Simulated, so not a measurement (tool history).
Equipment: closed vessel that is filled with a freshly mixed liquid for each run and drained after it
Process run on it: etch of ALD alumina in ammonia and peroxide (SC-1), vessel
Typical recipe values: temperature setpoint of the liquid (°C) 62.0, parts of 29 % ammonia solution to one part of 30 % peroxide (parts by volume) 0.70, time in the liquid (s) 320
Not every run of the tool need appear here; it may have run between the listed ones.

| run | hour | temperature setpoint of the liquid (°C) | parts of 29 % ammonia solution to one part of 30 % peroxide (parts by volume) | time in the liquid (s) | read-back film thickness of the ALD alumina reference wafer, read on the same gauge (nm) | thickness taken off the ALD alumina on a monitor wafer (Å) |
|---|---|---|---|---|---|---|
| 1 | 0.0 | 62.0 | 0.70 | 320 | 139.97 | 414.7 |
| 2 | 61.0 | 62.0 | 0.70 | 320 | 139.99 | 414.6 |
| 3 | 120.5 | 62.0 | 0.70 | 320 | 139.98 | 421.0 |
|  | 168.9 | gauge calibrated |
| 4 | 177.2 | 62.0 | 0.60 | 255 | 139.98 | 327.3 |
| 5 | 233.1 | 62.0 | 0.80 | 320 | 139.99 | 421.2 |
| 6 | 412.0 | 62.0 | 0.80 | 320 | 139.98 | 430.1 |
| 7 | 461.1 | 62.0 | 0.70 | 320 | 139.96 | 422.9 |
| 8 | 650.7 | 62.0 | 0.70 | 320 | 140.01 | 426.3 |
|  | 656.5 | thermometer replaced |
| 9 | 733.9 | 54.5 | 0.70 | 240 | 140.03 | 190.3 |
| 10 | 772.1 | 62.0 | 0.45 | 320 | 140.00 | 356.1 |
| 11 | 859.2 | 62.0 | 0.70 | 320 | 140.02 | 377.8 |
| 12 | 932.8 | 55.5 | 0.55 | 265 | 140.05 | 216.7 |
|  | 934.7 | ammonia flow meter replaced |
|  | 972.1 | gauge calibrated |
| 13 | 1010.0 | 62.0 | 0.45 | 170 | 140.02 | 192.6 |
|  | 1018.0 | new drum of ammonia solution connected |
| 14 | 1073.6 | 54.5 | 0.70 | 270 | 140.02 | 216.3 |
| 15 | 1158.6 | 65.5 | 0.60 | 430 | 140.02 | 600.1 |
| 16 | 1419.7 | 56.5 | 0.80 | 260 | 139.97 | 239.2 |

Consider 3 possible next runs. They are alternatives, not a sequence: every one starts from the tool as it was left by run 16. What does each give?
| A | 1420.4 | 62.0 | 0.70 | 320 | ? | ? |
| B | 1420.4 | 62.0 | 0.70 | 410 | ? | ? |
| C | 1420.4 | 68.5 | 0.50 | 320 | ? | ? |

| run | read-back film thickness of the ALD alumina reference wafer, read on the same gauge (nm) | thickness taken off the ALD alumina on a monitor wafer (Å) |
|---|---|---|
| A | 139.98 | 381.5 |
| B | 139.98 | 488.8 |
| C | 139.98 | 509.3 |
Had the tool no hidden state, the same runs would have come out as:
| run | thickness taken off the ALD alumina on a monitor wafer (Å) |
|---|---|
| A | 368.8 |
| B | 472.5 |
| C | 493.1 |
